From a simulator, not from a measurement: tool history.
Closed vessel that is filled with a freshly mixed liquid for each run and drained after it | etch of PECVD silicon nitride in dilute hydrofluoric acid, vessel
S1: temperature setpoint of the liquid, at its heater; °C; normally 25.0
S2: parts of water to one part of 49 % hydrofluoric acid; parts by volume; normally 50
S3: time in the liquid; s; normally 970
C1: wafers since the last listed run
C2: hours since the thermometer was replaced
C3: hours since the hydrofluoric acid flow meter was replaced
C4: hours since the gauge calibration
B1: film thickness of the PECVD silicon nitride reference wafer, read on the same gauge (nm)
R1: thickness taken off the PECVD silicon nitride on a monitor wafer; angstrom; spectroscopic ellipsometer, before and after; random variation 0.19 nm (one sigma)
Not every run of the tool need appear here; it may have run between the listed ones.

run 1 hour=0.0 | S1=21.5 S2=50 S3=970 | C1=0 C2=474.0 C3=52.4 C4=565.1 | B1=50.02 | R1=344.3
run 2 hour=91.2 | S1=21.5 S2=50 S3=970 | C1=5102 C2=565.2 C3=143.6 C4=656.3 | B1=50.00 | R1=340.4
run 3 hour=137.9 | S1=25.0 S2=50 S3=650 | C1=2612 C2=611.9 C3=190.3 C4=703.0 | B1=50.02 | R1=286.6
run 4 hour=242.9 | S1=25.0 S2=50 S3=650 | C1=5874 C2=716.9 C3=295.3 C4=808.0 | B1=50.00 | R1=285.3
-- hour=271.5 thermometer replaced
run 5 hour=288.1 | S1=25.0 S2=50 S3=1205 | C1=2472 C2=16.6 C3=340.5 C4=853.2 | B1=50.00 | R1=554.3
run 6 hour=391.8 | S1=25.0 S2=50 S3=1205 | C1=5801 C2=120.3 C3=444.2 C4=956.9 | B1=50.02 | R1=551.2
run 7 hour=472.7 | S1=25.0 S2=50 S3=1205 | C1=4526 C2=201.2 C3=525.1 C4=1037.8 | B1=50.01 | R1=545.0
run 8 hour=549.8 | S1=25.0 S2=35 S3=970 | C1=4313 C2=278.3 C3=602.2 C4=1114.9 | B1=50.01 | R1=624.3
run 9 hour=604.3 | S1=25.0 S2=70 S3=970 | C1=3049 C2=332.8 C3=656.7 C4=1169.4 | B1=50.01 | R1=314.8
run 10 hour=710.0 | S1=22.5 S2=50 S3=970 | C1=5913 C2=438.5 C3=762.4 C4=1275.1 | B1=50.01 | R1=370.8
run 11 hour=782.1 | S1=25.0 S2=50 S3=970 | C1=4033 C2=510.6 C3=834.5 C4=1347.2 | B1=50.00 | R1=436.7
run 12 hour=860.3 | S1=27.0 S2=50 S3=970 | C1=4374 C2=588.8 C3=912.7 C4=1425.4 | B1=50.00 | R1=490.5
run 13 hour=897.1 | S1=27.0 S2=60 S3=740 | C1=2058 C2=625.6 C3=949.5 C4=1462.2 | B1=50.01 | R1=313.3
-- hour=1018.4 thermometer replaced
run 14 hour=1158.0 | S1=25.0 S2=50 S3=970 | C1=14540 C2=139.6 C3=1210.4 C4=1723.1 | B1=50.01 | R1=442.3
run 15 hour=1246.9 | S1=22.5 S2=35 S3=415 | C1=4973 C2=228.5 C3=1299.3 C4=1812.0 | B1=50.02 | R1=225.1
-- hour=1248.4 hydrofluoric acid flow meter replaced
-- hour=1295.7 gauge calibrated
run 16 hour=1315.6 | S1=21.5 S2=35 S3=970 | C1=3787 C2=297.2 C3=67.2 C4=19.9 | B1=50.03 | R1=490.6
run 17 hour=1388.2 | S1=25.0 S2=50 S3=650 | C1=4061 C2=369.8 C3=139.8 C4=92.5 | B1=50.00 | R1=294.5
run 18 hour=1474.7 | S1=20.5 S2=25 S3=970 | C1=4839 C2=456.3 C3=226.3 C4=179.0 | B1=50.02 | R1=623.9
run 19 hour=1513.8 | S1=25.0 S2=40 S3=1245 | C1=2187 C2=495.4 C3=265.4 C4=218.1 | B1=49.99 | R1=691.9
run 20 hour=1551.0 | S1=25.0 S2=50 S3=970 | C1=2081 C2=532.6 C3=302.6 C4=255.3 | B1=49.98 | R1=432.6
run 21 hour=1649.1 | S1=25.0 S2=45 S3=970 | C1=5488 C2=630.7 C3=400.7 C4=353.4 | B1=49.99 | R1=478.5
run 22 hour=1691.8 | S1=29.0 S2=75 S3=700 | C1=2388 C2=673.4 C3=443.4 C4=396.1 | B1=50.02 | R1=268.9
run 23 hour=1752.6 | S1=20.5 S2=50 S3=970 | C1=3401 C2=734.2 C3=504.2 C4=456.9 | B1=49.99 | R1=313.8

Selected run-to-run steps in R1, each split into two signed amounts: the part the tool would show with no hidden state at all (from settings, incoming material and random variation), and the remainder, which goes to the hidden state together with any gauge scatter not common to the measured and the hidden-state-free results:
The tool's hidden condition here consists of: liquid colder than its thermometer reads (K); hydrofluoric acid flow below the setpoint (%); gauge reads high (%).
Run 4 -> 5: S3 650 -> 1205, thermometer replaced. R1 +269.0 angstrom: hidden state +11.2, all else +257.8.
Run 8 -> 9: S2 35 -> 70. R1 -309.5 angstrom: hidden state +4.5, all else -314.0.
Run 17 -> 18: S1 25.0 -> 20.5, S2 50 -> 25, S3 650 -> 970. R1 +329.4 angstrom: hidden state -13.1, all else +342.5.

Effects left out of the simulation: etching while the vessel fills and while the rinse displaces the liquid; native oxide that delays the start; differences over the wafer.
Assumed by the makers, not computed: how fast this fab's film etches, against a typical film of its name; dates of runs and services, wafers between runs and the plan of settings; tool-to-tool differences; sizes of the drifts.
